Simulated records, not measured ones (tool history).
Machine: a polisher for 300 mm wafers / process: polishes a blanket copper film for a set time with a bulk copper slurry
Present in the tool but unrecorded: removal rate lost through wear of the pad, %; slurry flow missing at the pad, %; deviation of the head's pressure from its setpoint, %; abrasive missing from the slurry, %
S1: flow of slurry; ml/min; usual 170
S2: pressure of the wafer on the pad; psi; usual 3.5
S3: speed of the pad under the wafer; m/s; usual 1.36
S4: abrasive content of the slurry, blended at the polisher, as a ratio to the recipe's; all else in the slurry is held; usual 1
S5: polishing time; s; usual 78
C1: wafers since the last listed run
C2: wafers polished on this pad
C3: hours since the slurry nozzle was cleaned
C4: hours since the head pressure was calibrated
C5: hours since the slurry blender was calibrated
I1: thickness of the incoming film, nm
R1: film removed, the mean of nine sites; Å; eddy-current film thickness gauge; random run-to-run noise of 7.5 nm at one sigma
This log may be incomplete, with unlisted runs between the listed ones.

run    hour   S1   S2    S3    S4  S5   C1    C2     C3      C4     C5      I1     R1
  1       0  170  3.5  1.36     1  78    0   167  270.8   862.6  116.4  4336.4   9383
  2    52.7  170  3.5  1.36     1  78  295   462  323.5   915.3  169.1  4344.9   9250
       60.5  -- slurry nozzle cleaned
  3    94.9  170  3.5  1.36     1  78  231   694   34.4   957.5  211.3  4399.8  10034
  4   141.3  170  3.5  1.36     1  78  260   954   80.8  1003.9  257.7  4332.4  10040
      147.1  -- slurry blender recalibrated
  5   179.8  170  3.5  1.62     1  72  204  1158  119.3  1042.4   32.7  4344.2  10982
      216.8  -- worn pad replaced by a new one
  6   230.8  170  3.5  1.62     1  72  263    78  170.3  1093.4   83.7  4340.5  10592
  7   275.9  170  3.5  1.62     1  72  252   331  215.4  1138.5  128.8  4337.6  10660
  8   380.3  170  4.3  1.16     1  78  585   917  319.8  1242.9  233.2  4270.9   9952
      409.9  -- slurry blender recalibrated
  9   456.6  135  3.5  1.36     1  78  416  1333  396.1  1319.2   46.7  4381.3   8487
      488.8  -- slurry nozzle cleaned
 10   515.5  135  3.5  1.36     1  78  324  1658   26.7  1378.1  105.6    4344   9452
        528  -- worn pad replaced by a new one
 11   594.9  135  3.5  1.36     1  78  422   375  106.1  1457.5    185  4344.5   9344
 12   653.2  170  3.5  1.36     1  97  327   702  164.4  1515.8  243.3  4389.5  12075
      718.1  -- slurry blender recalibrated
 13   726.6  170  3.5  1.36     1  78  400  1102  237.8  1589.2    8.5  4314.4   9317
 14   806.4  170  2.9  1.76     1  78  447  1550  317.6    1669   88.3    4352   9969
      810.7  -- worn pad replaced by a new one
      819.7  -- head pressure recalibrated
      859.6  -- slurry nozzle cleaned
 15   913.9  125  3.5  1.36     1  78  563   561   54.3    94.2  195.8  4360.3   9446
      995.6  -- slurry blender recalibrated
 16  1008.9  145  3.1  1.36  1.15  78  521  1083  149.3   189.2   13.3  4386.5   8629
 17  1063.8  170  3.5  1.36     1  78  307  1391  204.2   244.1   68.2  4312.1   9871
     1104.2  -- worn pad replaced by a new one
 18  1117.8  145  3.1  1.36  1.15  78  280    76  258.2   298.1  122.2  4402.3   8381
 19  1172.9  170  4.7  1.36   1.1  78  309   385  313.3   353.2  177.3  4322.2  12919
     1245.4  -- slurry nozzle cleaned
 20  1245.9  150  3.5  1.24     1  78  403   788    0.5   426.2  250.3  4416.3   9090
     1279.4  -- slurry blender recalibrated
 21  1337.5  110  2.5  1.64     1  94  502  1291   92.1   517.8   58.1  4287.4   9319
     1370.4  -- worn pad replaced by a new one
 22  1426.7  170  3.1  1.36     1  78  477   315  181.3     607  147.3  4265.8   8622

Below are 3 alternative next runs, each starting from the tool's condition after run 22. Predict each:
  A  1427.2  170  3.5  1.36   1  78   2  318  181.8  607.5  147.8  4346.4   ?
  B  1427.2  170  3.9  1.54   1  78   2  318  181.8  607.5  147.8  4346.4   ?
  C  1427.2  215  2.3  1.36   1  78   2  318  181.8  607.5  147.8  4346.4   ?

run     R1
  A   9853
  B  12432
  C   6759
Without the tool's unlogged condition, the same runs would have read:
run     R1
  A  10232
  B  12910
  C   6963

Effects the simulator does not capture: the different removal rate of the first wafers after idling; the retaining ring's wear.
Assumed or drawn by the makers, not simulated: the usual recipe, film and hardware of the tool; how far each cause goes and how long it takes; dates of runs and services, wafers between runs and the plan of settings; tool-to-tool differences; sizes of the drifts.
